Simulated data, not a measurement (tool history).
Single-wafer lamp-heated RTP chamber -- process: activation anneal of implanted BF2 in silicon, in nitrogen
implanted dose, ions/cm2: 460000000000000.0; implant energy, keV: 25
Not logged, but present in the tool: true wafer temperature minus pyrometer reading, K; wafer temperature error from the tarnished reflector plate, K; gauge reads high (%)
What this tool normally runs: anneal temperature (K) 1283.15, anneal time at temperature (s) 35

run	day	anneal temperature (K)	anneal time at temperature (s)	wafers since the last listed run	wafers since the last pyrometer calibration	wafers since the reflector plate was cleaned	hours since the gauge calibration	read-back reference wafer on the same gauge, sheet resistance	sheet resistance of the implanted and annealed layer (ohm/square)
1	0.000	1283.15	35	0	603	96	2001.5	264.23	259.18
2	1.142	1283.15	35	408	1011	504	2028.9	263.99	258.21
3	2.146	1283.15	35	358	1370	863	2053.0	263.81	258.10
4	4.325	1283.15	35	778	2149	1642	2105.3	263.83	257.33
5	5.367	1302.15	24	372	2521	2014	2130.3	263.95	257.65
6	7.612	1283.15	35	802	3324	2817	2184.2	264.20	257.27
7	9.188	1283.15	43	562	3887	3380	2222.0	263.84	256.47
# day 10.992: gauge calibrated
8	12.046	1283.15	35	1021	4908	4401	25.3	263.89	256.73
9	13.508	1283.15	35	522	5431	4924	60.4	263.86	256.74
10	15.750	1283.15	35	801	6232	5725	114.2	264.01	256.37
# day 16.342: pyrometer window cleaned and pyrometer calibrated
11	17.983	1283.15	35	679	586	6405	167.8	264.03	258.61
# day 18.962: reflector plate cleaned
12	19.338	1283.15	35	364	951	134	200.3	263.90	259.07
13	21.096	1313.15	27	628	1580	762	242.5	263.94	255.72
14	23.925	1283.15	35	1011	2591	1773	310.4	263.72	257.24
15	25.271	1295.15	44	481	3072	2254	342.7	263.79	253.22
16	29.454	1292.15	27	1495	4567	3749	443.1	263.97	258.20
17	30.592	1283.15	51	406	4974	4156	470.4	263.96	254.78
18	32.412	1283.15	35	650	5624	4807	514.1	263.86	257.48
19	34.962	1283.15	49	911	6536	5718	575.3	263.95	254.31
# day 36.167: reflector plate cleaned
20	36.188	1259.15	35	318	6855	7	604.7	263.89	262.16
21	37.800	1283.15	53	576	7431	583	643.4	263.91	253.84
# day 39.362: pyrometer window cleaned and pyrometer calibrated
22	39.412	1283.15	35	457	17	1040	682.1	264.12	258.51
23	40.933	1275.15	44	543	561	1584	718.6	264.08	258.88
24	42.229	1299.15	35	463	1024	2047	749.7	264.23	255.53
25	45.112	1283.15	35	1030	2055	3078	818.9	264.05	258.34
26	46.804	1283.15	35	604	2659	3682	859.5	264.05	257.54
27	49.179	1262.15	17	848	3508	4531	916.5	263.97	267.77
# day 51.104: reflector plate cleaned
28	51.300	1302.15	35	638	4147	70	967.4	263.96	254.23
29	52.483	1302.15	25	422	4570	493	995.8	263.90	256.89
30	55.100	1299.15	27	935	5505	1428	1058.6	263.65	256.35
31	56.888	1283.15	35	638	6144	2067	1101.5	264.23	257.13
32	59.071	1262.15	29	780	6924	2847	1153.9	263.93	262.20
# day 60.308: pyrometer window cleaned and pyrometer calibrated
33	60.979	1283.15	35	562	239	3410	1199.7	263.82	258.89
34	63.238	1271.15	54	807	1046	4218	1253.9	263.95	258.77
35	65.517	1262.15	35	814	1860	5032	1308.6	263.93	263.76

How the hidden state differs across the entries between the runs, from the last listed run before each to the first after it:
Logged between run 7 and run 8: gauge calibrated (day 10.992)
  true wafer temperature minus pyrometer reading, K: 8.11 -> 9.75
  the result without the hidden state subtracted from the measured one, sheet resistance of the implanted and annealed layer (ohm/square): -1.86 -> -2.04
Logged between run 10 and run 11: pyrometer window cleaned and pyrometer calibrated (day 16.342)
  true wafer temperature minus pyrometer reading, K: 11.9 -> 1.47
  the result without the hidden state subtracted from the measured one, sheet resistance of the implanted and annealed layer (ohm/square): -2.44 -> -0.34
Logged between run 11 and run 12: reflector plate cleaned (day 18.962)
  true wafer temperature minus pyrometer reading, K: 1.47 -> 2.25
  the result without the hidden state subtracted from the measured one, sheet resistance of the implanted and annealed layer (ohm/square): -0.34 -> -0.51
Logged between run 19 and run 20: reflector plate cleaned (day 36.167)
  true wafer temperature minus pyrometer reading, K: 11.2 -> 11.9
  the result without the hidden state subtracted from the measured one, sheet resistance of the implanted and annealed layer (ohm/square): -2.57 -> -4.14
Logged between run 21 and run 22: pyrometer window cleaned and pyrometer calibrated (day 39.362)
  true wafer temperature minus pyrometer reading, K: 12.8 -> 1.07
  the result without the hidden state subtracted from the measured one, sheet resistance of the implanted and annealed layer (ohm/square): -2.95 -> -0.24
Logged between run 27 and run 28: reflector plate cleaned (day 51.104)
  true wafer temperature minus pyrometer reading, K: 6.67 -> 7.89
  the result without the hidden state subtracted from the measured one, sheet resistance of the implanted and annealed layer (ohm/square): -2.77 -> -1.22
Logged between run 32 and run 33: pyrometer window cleaned and pyrometer calibrated (day 60.308)
  true wafer temperature minus pyrometer reading, K: 12.3 -> 1.17
  the result without the hidden state subtracted from the measured one, sheet resistance of the implanted and annealed layer (ohm/square): -4.07 -> -0.27

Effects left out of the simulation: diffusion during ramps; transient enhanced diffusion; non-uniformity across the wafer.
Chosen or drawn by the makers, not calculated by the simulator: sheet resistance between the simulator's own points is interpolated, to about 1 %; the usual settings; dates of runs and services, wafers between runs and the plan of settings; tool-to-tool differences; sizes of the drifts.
